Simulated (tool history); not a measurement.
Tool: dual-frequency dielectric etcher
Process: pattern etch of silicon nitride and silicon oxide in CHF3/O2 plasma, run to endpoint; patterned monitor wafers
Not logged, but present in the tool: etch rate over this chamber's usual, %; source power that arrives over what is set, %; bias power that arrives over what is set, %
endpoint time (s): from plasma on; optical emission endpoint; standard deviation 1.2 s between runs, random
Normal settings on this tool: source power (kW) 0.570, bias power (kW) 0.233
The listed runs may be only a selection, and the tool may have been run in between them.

run	hour	source power (kW)	bias power (kW)	wafers since the last listed run	hours since the last wet clean	hours since the last source power generator calibration	hours since the last bias power generator calibration	hours since the last upper electrode change	incoming incoming film thickness, nm	endpoint time (s)
1	0.0	0.510	0.268	0	329.4	1400.6	4751.9	4993.6	293.2	184.0
2	27.3	0.510	0.268	232	356.7	1427.9	4779.2	5020.9	290.0	180.5
3	62.6	0.510	0.268	300	392.0	1463.2	4814.5	5056.2	290.4	182.4
4	81.6	0.570	0.233	161	411.0	1482.2	4833.5	5075.2	288.7	182.0
5	115.4	0.570	0.233	288	444.8	1516.0	4867.3	5109.0	289.7	180.6
# hour 144.2: wet clean of the chamber
6	144.7	0.530	0.233	45	0.5	1545.3	4896.6	5138.3	290.9	194.2
7	153.2	0.530	0.233	72	9.0	1553.8	4905.1	5146.8	291.7	193.0
# hour 188.7: upper electrode replaced
8	189.2	0.570	0.233	102	45.0	1589.8	4941.1	0.5	289.1	187.0
9	189.5	0.570	0.233	2	45.3	1590.1	4941.4	0.8	289.1	190.0
# hour 219.6: source power generator calibrated
# hour 220.1: wet clean of the chamber, repeated, since the last time left the tool worse
10	220.6	0.710	0.203	227	0.5	1.0	4972.5	31.9	286.4	161.9
11	223.7	0.520	0.249	26	3.6	4.1	4975.6	35.0	287.4	180.4
12	245.6	0.570	0.233	186	25.5	26.0	4997.5	56.9	288.7	174.0
# hour 264.2: bias power generator calibrated
13	275.5	0.660	0.198	220	55.4	55.9	11.3	86.8	289.5	170.1
14	303.4	0.460	0.233	237	83.3	83.8	39.2	114.7	289.7	195.4
15	315.4	0.570	0.233	102	95.3	95.8	51.2	126.7	289.9	177.3
16	349.6	0.610	0.271	291	129.5	130.0	85.4	160.9	290.6	162.0
17	383.4	0.610	0.271	288	163.3	163.8	119.2	194.7	291.5	164.4
18	411.9	0.640	0.256	242	191.8	192.3	147.7	223.2	290.1	162.4

State the hidden condition of the tool at each of the runs:
source power that arrives over what is set, %: 0 across all the runs
bias power that arrives over what is set, %: 0 across all the runs
H1: etch rate over this chamber's usual, %
run	H1
1	-2.53
2	-2.73
3	-2.99
4	-3.13
5	-3.37
6	-6.35
7	-6.42
8	-6.68
9	-6.68
10	0.208
11	0.185
12	0.0259
13	-0.191
14	-0.394
15	-0.481
16	-0.73
17	-0.975
18	-1.18
